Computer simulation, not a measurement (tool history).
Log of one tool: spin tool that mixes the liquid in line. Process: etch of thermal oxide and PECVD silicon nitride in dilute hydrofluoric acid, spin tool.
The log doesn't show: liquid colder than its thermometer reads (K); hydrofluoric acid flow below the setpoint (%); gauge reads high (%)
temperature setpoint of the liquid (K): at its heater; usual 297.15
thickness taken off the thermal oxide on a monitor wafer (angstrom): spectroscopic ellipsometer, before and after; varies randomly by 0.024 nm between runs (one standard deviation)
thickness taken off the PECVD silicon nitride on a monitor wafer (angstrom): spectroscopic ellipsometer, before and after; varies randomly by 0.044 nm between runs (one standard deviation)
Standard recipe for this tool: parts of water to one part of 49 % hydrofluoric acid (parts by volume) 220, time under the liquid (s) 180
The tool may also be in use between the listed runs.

run,hour,temperature setpoint of the liquid (K),parts of water to one part of 49 % hydrofluoric acid (parts by volume),time under the liquid (s),wafers since the last listed run,hours since the thermometer was replaced,hours since the hydrofluoric acid flow meter was replaced,hours since the gauge calibration,"read-back film thickness of the thermal oxide reference wafer, read on the same gauge (nm)","read-back film thickness of the PECVD silicon nitride reference wafer, read on the same gauge (nm)",thickness taken off the thermal oxide on a monitor wafer (angstrom),thickness taken off the PECVD silicon nitride on a monitor wafer (angstrom)
1,0.0,297.15,220,180,0,2209.8,456.4,879.7,30.003,69.999,33.69,38.81
2,64.7,297.15,220,180,622,2274.5,521.1,944.4,29.979,69.983,33.23,38.82
3,122.2,297.15,220,180,553,2332.0,578.6,1001.9,29.948,70.005,33.54,39.00
4,166.5,293.65,220,180,426,2376.3,622.9,1046.2,29.987,70.006,28.92,30.85
5,235.9,293.65,220,180,668,2445.7,692.3,1115.6,30.020,70.009,28.91,30.92
6,278.2,297.15,220,95,407,2488.0,734.6,1157.9,30.012,70.006,17.54,20.12
7,334.7,297.15,220,95,543,2544.5,791.1,1214.4,29.985,70.010,17.43,19.92
8,404.8,297.15,220,180,674,2614.6,861.2,1284.5,30.038,70.005,33.02,38.91
9,439.2,297.15,220,180,331,2649.0,895.6,1318.9,30.034,69.996,33.34,38.51
10,486.1,297.15,220,180,451,2695.9,942.5,1365.8,30.016,69.994,33.25,38.22
# hour 514.1: thermometer replaced
11,548.0,297.15,220,180,586,33.9,1004.4,1427.7,30.028,69.985,36.71,45.54
# hour 580.9: gauge calibrated
12,591.9,297.15,220,180,422,77.8,1048.3,11.0,29.982,70.013,36.90,45.22
13,639.1,297.15,280,215,454,125.0,1095.5,58.2,30.010,70.018,32.20,42.29
14,698.6,297.15,220,180,572,184.5,1155.0,117.7,30.009,69.995,36.25,44.49
# hour 749.7: hydrofluoric acid flow meter replaced
15,757.9,297.15,220,180,561,243.8,8.2,177.0,29.992,69.996,36.38,45.05
16,802.0,302.15,110,180,424,287.9,52.3,221.1,29.985,69.988,98.69,121.52
17,842.8,297.15,300,215,392,328.7,93.1,261.9,29.972,70.014,29.35,38.34
18,899.4,294.65,220,110,544,385.3,149.7,318.5,30.010,70.018,19.98,23.15
19,924.5,294.65,320,180,241,410.4,174.8,343.6,29.978,69.999,20.70,26.27
20,988.7,297.15,220,180,618,474.6,239.0,407.8,29.987,69.984,35.80,43.97
21,1042.7,301.65,180,180,519,528.6,293.0,461.8,29.963,69.999,53.83,70.92
22,1068.3,297.15,220,180,246,554.2,318.6,487.4,29.995,70.018,35.99,43.51
23,1104.1,299.15,220,180,344,590.0,354.4,523.2,30.032,69.996,38.85,48.95
24,1143.6,297.15,220,180,380,629.5,393.9,562.7,29.996,69.990,35.72,43.37
25,1178.6,292.65,330,230,336,664.5,428.9,597.7,30.018,69.994,23.30,28.55

A few steps of thickness taken off the thermal oxide on a monitor wafer (angstrom) between consecutive runs. Split each: what settings, incoming material and random variation would produce without the hidden state, and what is left over for the hidden state, along with gauge scatter present in only one of the two compared results (measured, and without hidden state):
Run 7 -> 8: time under the liquid (s) 95 -> 180. thickness taken off the thermal oxide on a monitor wafer (angstrom) +15.59: hidden state -1.74, all else +17.33.
Run 10 -> 11: thermometer replaced. thickness taken off the thermal oxide on a monitor wafer (angstrom) +3.46: hidden state +3.50, all else -0.04.
Run 15 -> 16: temperature setpoint of the liquid (K) 297.15 -> 302.15, parts of water to one part of 49 % hydrofluoric acid (parts by volume) 220 -> 110. thickness taken off the thermal oxide on a monitor wafer (angstrom) +62.31: hidden state -0.98, all else +63.29.
Run 16 -> 17: temperature setpoint of the liquid (K) 302.15 -> 297.15, parts of water to one part of 49 % hydrofluoric acid (parts by volume) 110 -> 300, time under the liquid (s) 180 -> 215. thickness taken off the thermal oxide on a monitor wafer (angstrom) -69.34: hidden state +1.00, all else -70.34.
